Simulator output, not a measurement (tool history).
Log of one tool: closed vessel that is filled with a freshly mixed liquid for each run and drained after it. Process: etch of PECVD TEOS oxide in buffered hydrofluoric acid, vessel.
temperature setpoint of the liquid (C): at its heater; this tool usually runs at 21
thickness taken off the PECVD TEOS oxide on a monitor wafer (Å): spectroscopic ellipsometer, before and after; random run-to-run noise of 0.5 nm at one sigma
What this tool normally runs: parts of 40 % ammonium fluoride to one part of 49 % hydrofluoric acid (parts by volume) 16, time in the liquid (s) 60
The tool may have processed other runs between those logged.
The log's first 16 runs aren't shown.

| run | hour | temperature setpoint of the liquid (C) | parts of 40 % ammonium fluoride to one part of 49 % hydrofluoric acid (parts by volume) | time in the liquid (s) | wafers since the last listed run | hours since the thermometer was replaced | hours since the hydrofluoric acid flow meter was replaced | hours since the gauge calibration | read-back film thickness of the PECVD TEOS oxide reference wafer, read on the same gauge (nm) | thickness taken off the PECVD TEOS oxide on a monitor wafer (Å) |
|---|---|---|---|---|---|---|---|---|---|---|
| 17 | 1057.9 | 23.5 | 14 | 90 | 6434 | 2206.1 | 1622.9 | 413.8 | 140 | 1564.5 |
| 18 | 1115 | 25 | 16 | 60 | 7120 | 2263.2 | 1680 | 470.9 | 139.99 | 991.9 |
| 19 | 1156.6 | 21 | 18.5 | 90 | 5187 | 2304.8 | 1721.6 | 512.5 | 140.02 | 1037.4 |
| 20 | 1196.7 | 21 | 16 | 60 | 5000 | 2344.9 | 1761.7 | 552.6 | 140.01 | 799.4 |
|  | 1222.9 | hydrofluoric acid flow meter replaced |
| 21 | 1240 | 21 | 12.5 | 60 | 5274 | 2388.2 | 17.1 | 595.9 | 140.02 | 988.6 |
|  | 1277.4 | thermometer replaced |
| 22 | 1304.2 | 21 | 10 | 60 | 7881 | 26.8 | 81.3 | 660.1 | 139.96 | 1213.3 |
| 23 | 1368.9 | 19.5 | 16 | 60 | 8068 | 91.5 | 146 | 724.8 | 140 | 723.1 |
| 24 | 1438 | 21 | 16 | 60 | 8616 | 160.6 | 215.1 | 793.9 | 140.02 | 781.9 |
| 25 | 1474.2 | 17.5 | 19 | 60 | 4514 | 196.8 | 251.3 | 830.1 | 139.97 | 534.7 |
| 26 | 1513.9 | 21 | 16 | 60 | 4950 | 236.5 | 291 | 869.8 | 139.99 | 773.4 |
| 27 | 1565.5 | 21 | 16 | 85 | 6434 | 288.1 | 342.6 | 921.4 | 140.01 | 1106.5 |
| 28 | 1610.5 | 21 | 17.5 | 80 | 5611 | 333.1 | 387.6 | 966.4 | 140 | 958.3 |
| 29 | 1672.2 | 21 | 16 | 60 | 7694 | 394.8 | 449.3 | 1028.1 | 139.97 | 787.1 |
| 30 | 1780 | 22.5 | 14 | 60 | 13442 | 502.6 | 557.1 | 1135.9 | 139.99 | 971.8 |
| 31 | 1806.8 | 21 | 16 | 80 | 3342 | 529.4 | 583.9 | 1162.7 | 140.01 | 1052.9 |

Each row is a separate what-if for the run after 31, all from the same tool condition, not one after another. Results?
| A | 1807.5 | 21 | 20.5 | 60 | 87 | 530.1 | 584.6 | 1163.4 | ? | ? |
| B | 1807.5 | 24.5 | 22 | 60 | 87 | 530.1 | 584.6 | 1163.4 | ? | ? |
| C | 1807.5 | 21 | 14 | 60 | 87 | 530.1 | 584.6 | 1163.4 | ? | ? |
| D | 1807.5 | 21 | 19.5 | 60 | 87 | 530.1 | 584.6 | 1163.4 | ? | ? |
| E | 1807.5 | 23 | 10.5 | 60 | 87 | 530.1 | 584.6 | 1163.4 | ? | ? |

| run | read-back film thickness of the PECVD TEOS oxide reference wafer, read on the same gauge (nm) | thickness taken off the PECVD TEOS oxide on a monitor wafer (Å) |
|---|---|---|
| A | 139.99 | 619.2 |
| B | 139.99 | 715.6 |
| C | 139.99 | 898.9 |
| D | 139.99 | 648.6 |
| E | 139.99 | 1330.2 |
With no hidden state in the tool, these same runs would have given:
| run | thickness taken off the PECVD TEOS oxide on a monitor wafer (Å) |
|---|---|
| A | 613.1 |
| B | 708.4 |
| C | 886.2 |
| D | 639.4 |
| E | 1311.4 |
